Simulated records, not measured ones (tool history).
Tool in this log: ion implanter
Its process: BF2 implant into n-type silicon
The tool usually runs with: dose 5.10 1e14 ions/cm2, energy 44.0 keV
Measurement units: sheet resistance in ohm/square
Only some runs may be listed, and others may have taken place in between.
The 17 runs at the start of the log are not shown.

run     day  dose  energy  read-back reference wafer on the same gauge, sheet resistance  sheet resistance
 18   8.225  3.67    29.0                                                         198.28            301.02
 19   8.750  5.10    44.0                                                         197.97            215.75
      9.233  -- gauge calibrated
 20   9.321  5.87    52.5                                                         198.09            187.55
 21   9.800  3.93    58.5                                                         198.14            264.96
 22  10.221  5.10    44.0                                                         197.82            214.42
 23  10.942  5.10    56.0                                                         197.78            213.29
     11.317  -- extraction supply calibrated
     11.629  -- Faraday cup replaced and dose calibrated
 24  11.650  5.54    33.0                                                         198.01            215.46
 25  12.154  6.33    35.5                                                         198.19            194.11
 26  12.842  5.57    37.5                                                         198.04            210.19
 27  13.196  4.63    44.0                                                         197.89            242.58
 28  14.533  5.10    54.5                                                         198.01            218.35
 29  15.596  6.19    29.5                                                         198.10            204.16
 30  15.933  5.10    44.0                                                         198.27            223.05
     16.488  -- Faraday cup replaced and dose calibrated, repeated, since the last time left the tool worse
 31  16.508  5.10    44.0                                                         197.96            208.50
 32  16.883  5.10    44.0                                                         197.93            207.99
 33  17.296  6.35    57.0                                                         198.14            170.78
 34  19.179  3.94    32.0                                                         198.05            269.90
 35  19.642  5.10    52.5                                                         198.10            203.16
 36  19.958  5.78    48.0                                                         198.10            184.73
 37  20.325  5.10    33.0                                                         198.07            216.60

Branching from run 37: 4 alternative next runs. What would each branch give?
  A  20.342  5.10    44.0                                                              ?                 ?
  B  20.342  5.10    40.0                                                              ?                 ?
  C  20.342  4.58    54.0                                                              ?                 ?
  D  20.342  4.46    44.0                                                              ?                 ?

run  read-back reference wafer on the same gauge, sheet resistance  sheet resistance
  A                                                         197.81            209.95
  B                                                         197.81            212.64
  C                                                         197.81            226.44
  D                                                         197.81            236.03
Without the tool's unlogged condition, the same runs would have read:
run  sheet resistance
  A            211.02
  B            213.69
  C            227.63
  D            237.28
